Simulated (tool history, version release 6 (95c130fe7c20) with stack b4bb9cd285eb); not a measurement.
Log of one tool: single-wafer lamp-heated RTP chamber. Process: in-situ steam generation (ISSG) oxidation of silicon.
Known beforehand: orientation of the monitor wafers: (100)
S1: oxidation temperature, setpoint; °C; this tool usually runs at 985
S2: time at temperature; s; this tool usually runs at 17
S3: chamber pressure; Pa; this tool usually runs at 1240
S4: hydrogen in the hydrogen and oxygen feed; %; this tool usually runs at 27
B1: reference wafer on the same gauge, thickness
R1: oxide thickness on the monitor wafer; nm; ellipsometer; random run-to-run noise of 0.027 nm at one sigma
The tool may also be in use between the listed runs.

run    hour    S1  S2    S3  S4     B1     R1
  1       0   985  13  1240  27  5.872  4.734
  2    28.6   985  13  1240  27  5.869  4.762
  3    81.1   985  13  1240  27  5.873  4.743
  4     124   985  17  1160  27  5.866  5.352
  5     175   985  17  1240  27  5.869  5.345
  6   213.8   985  17  1240  27  5.875  5.273
  7   249.7   990  17  1133  27  5.869   5.42
  8     293   990  17  1133  27  5.872  5.489
  9   352.4   985  17  1240  27  5.867  5.305
      394.2  -- pyrometer window cleaned and pyrometer calibrated
 10   402.1   985  17  1240  27  5.868  5.325
 11   472.9   985  17  1240  27  5.867  5.335
      505.6  -- pressure gauge zeroed
 12   535.1   985  17  1240  27  5.874  5.342
 13   572.2   985  17  1240  27  5.871  5.291
 14     625   985  17  1240  27  5.868  5.329
 15   684.1   985  17  1360  27  5.862  5.217
 16   750.3   985  17  1307  27  5.867  5.226
      794.5  -- pyrometer window cleaned and pyrometer calibrated
 17     816   977  11  1240  27  5.872  4.339
 18   842.9   985  19  1360  27  5.865  5.516
 19   908.5   985  17  1240  27  5.868    5.3
 20     956   970  22  1053  27  5.871  5.719
      980.2  -- gauge calibrated
 21  1013.7   985  17  1240  27   5.87  5.299
 22  1052.1  1000  17  1240  27  5.866  5.575
 23  1097.4   997  22  1360  30  5.869  6.284
     1172.5  -- hydrogen flow controller replaced
     1221.9  -- pyrometer window cleaned and pyrometer calibrated
 24    1234   985  17  1240  27  5.865  5.297
 25  1291.8   985  17  1240  32  5.869  5.563
 26  1323.2   997  22  1360  30   5.87  6.249
 27  1361.8   985  17  1240  27  5.869  5.321
 28  1414.3   985  17  1120  27  5.872  5.327
 29    1465   985  17  1053  27   5.87  5.382
 30  1500.6  1003  17  1240  27  5.874  5.659

Forecast each of these 5 alternatives for the next run:
  A  1501   985  19  1240  27   ?   ?
  B  1501   973  17  1240  27   ?   ?
  C  1501  1001  22  1160  17   ?   ?
  D  1501   994  17  1240  21   ?   ?
  E  1501   985  17  1240  31   ?   ?

run     B1     R1
  A  5.875   5.59
  B  5.875  5.116
  C  5.875  5.778
  D  5.875  5.194
  E  5.875   5.51
Without the tool's unlogged condition, the same runs would have read:
run     R1
  A   5.59
  B  5.116
  C  5.778
  D  5.194
  E   5.51
